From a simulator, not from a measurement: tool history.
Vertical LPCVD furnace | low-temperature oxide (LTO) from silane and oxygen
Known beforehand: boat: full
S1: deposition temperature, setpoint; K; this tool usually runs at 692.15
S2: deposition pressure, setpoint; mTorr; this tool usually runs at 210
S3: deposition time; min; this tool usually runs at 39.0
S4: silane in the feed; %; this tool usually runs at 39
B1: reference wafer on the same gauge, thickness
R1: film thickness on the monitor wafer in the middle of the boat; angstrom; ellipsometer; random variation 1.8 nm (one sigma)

run	hour	S1	S2	S3	S4	B1	R1
1	0.0	692.15	210	39.0	39	421.86	4053.4
2	53.1	692.15	210	49.0	39	422.07	5024.4
3	103.8	692.15	210	49.0	39	422.61	5071.9
4	136.7	692.15	200	39.0	39	421.57	3831.8
5	205.0	692.15	200	39.0	39	422.57	3817.7
6	265.0	685.15	210	39.0	39	421.63	3727.7
7	310.7	692.15	210	39.0	39	420.92	4061.1
8	359.3	692.15	210	39.0	39	422.28	4024.9
9	419.7	692.15	210	39.0	39	421.72	4030.1
# hour 467.9: silane flow controller replaced
10	515.0	692.15	210	39.0	39	422.25	4203.7
# hour 551.6: pressure gauge zeroed
11	552.1	692.15	210	39.0	39	422.01	3985.7
12	633.7	692.15	210	39.0	39	422.09	3965.6
13	687.6	692.15	210	39.0	39	422.08	3987.0
14	722.6	692.15	210	39.0	39	421.80	3980.5
15	764.4	692.15	210	39.0	39	421.81	3976.6
16	806.5	692.15	260	39.0	43	422.28	5462.6
17	870.6	692.15	210	39.0	45	422.71	4620.3
18	899.3	692.15	210	39.0	37	421.59	3744.7
# hour 938.7: thermocouples replaced and temperature profile calibrated
19	953.8	699.15	185	54.0	44	421.91	5906.3
20	1007.4	692.15	210	33.5	39	421.53	3416.3
21	1052.5	692.15	210	39.0	39	421.84	4000.5
# hour 1056.1: gauge calibrated
22	1081.0	685.15	230	49.5	44	422.34	5899.5
23	1122.4	692.15	260	29.0	42	422.28	3985.8
24	1169.3	680.15	185	39.0	45	421.70	3637.6
25	1199.0	692.15	210	39.0	39	421.64	4004.9
26	1349.4	696.15	210	39.0	33	422.08	3373.2
27	1413.7	692.15	210	39.0	39	422.51	3976.7
28	1447.8	683.15	210	39.0	39	421.49	3629.1
29	1492.1	701.15	255	50.0	44	422.42	7692.1
30	1547.9	692.15	210	39.0	39	421.72	3991.2
31	1576.5	692.15	210	39.0	39	421.31	3989.5

Alternative continuations, all from the tool just after run 31; predict every row:
A	1580.7	692.15	210	39.0	32	?	?
B	1580.7	692.15	210	51.0	37	?	?
C	1580.7	701.15	175	28.5	43	?	?
D	1580.7	681.15	210	39.0	44	?	?

run	B1	R1
A	422.15	3079.2
B	422.15	4878.3
C	422.15	2966.9
D	422.15	4066.4
The same runs, with their run-to-run variation unchanged, on a tool lacking any hidden condition would have given:
run	R1
A	3095.2
B	4883.8
C	2943.5
D	4050.6

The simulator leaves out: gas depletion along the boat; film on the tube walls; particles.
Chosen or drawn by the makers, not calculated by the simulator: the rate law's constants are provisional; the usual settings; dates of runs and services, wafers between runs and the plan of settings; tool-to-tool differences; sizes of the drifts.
